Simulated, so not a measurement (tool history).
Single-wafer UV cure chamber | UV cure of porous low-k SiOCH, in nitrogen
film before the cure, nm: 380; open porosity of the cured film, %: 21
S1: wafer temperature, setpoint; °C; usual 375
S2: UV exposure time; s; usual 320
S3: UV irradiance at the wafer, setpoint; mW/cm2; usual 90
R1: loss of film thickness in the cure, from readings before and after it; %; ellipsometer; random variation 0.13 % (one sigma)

run     day   S1   S2   S3      R1
  1       0  375  320   90  12.272
  2   2.088  375  320   82  11.626
  3   2.404  375  320   82  11.605
  4   2.988  375  320   82  11.647
  5   3.471  375  320   90  12.212
  6   3.992  375  320   90  12.071
  7    4.35  375  320   90  11.896
  8   4.671  375  320   90  12.023
  9   5.188  375  320   90  11.876
      5.654  -- quartz window cleaned
 10   5.896  375  320   99  13.009
 11   6.529  375  320   99  13.044
 12   7.517  375  320   99  12.758
 13   7.875  375  320   90  12.166
 14   8.183  375  160  114  10.079
      9.042  -- UV bulbs replaced
 15  10.192  369  435   90  13.574
 16  10.912  375  320   90  11.945
 17  11.529  375  320   90  12.081
 18  13.262  366  260  117  12.165
 19  13.596  375  375  125  14.417
 20  13.888  390  320   62  10.453
     14.404  -- quartz window cleaned
 21  14.425  361  380  127  14.873
 22  14.929  358  445   75  13.093
 23  15.917  367  320   56  10.166
 24  16.283  365  395   67  11.562
 25  16.604  381  470  108  15.056

Forecast each of these 5 alternatives for the next run:
  A  16.625  375  320   90   ?
  B  16.625  359  320   62   ?
  C  16.625  375  320  102   ?
  D  16.625  375  505   90   ?
  E  16.625  359  180  117   ?

run      R1
  A  12.224
  B   10.19
  C  12.821
  D  14.431
  E   10.46
Without the tool's hidden state the same runs would have given:
run      R1
  A  12.588
  B  10.536
  C  13.189
  D  14.809
  E  10.808

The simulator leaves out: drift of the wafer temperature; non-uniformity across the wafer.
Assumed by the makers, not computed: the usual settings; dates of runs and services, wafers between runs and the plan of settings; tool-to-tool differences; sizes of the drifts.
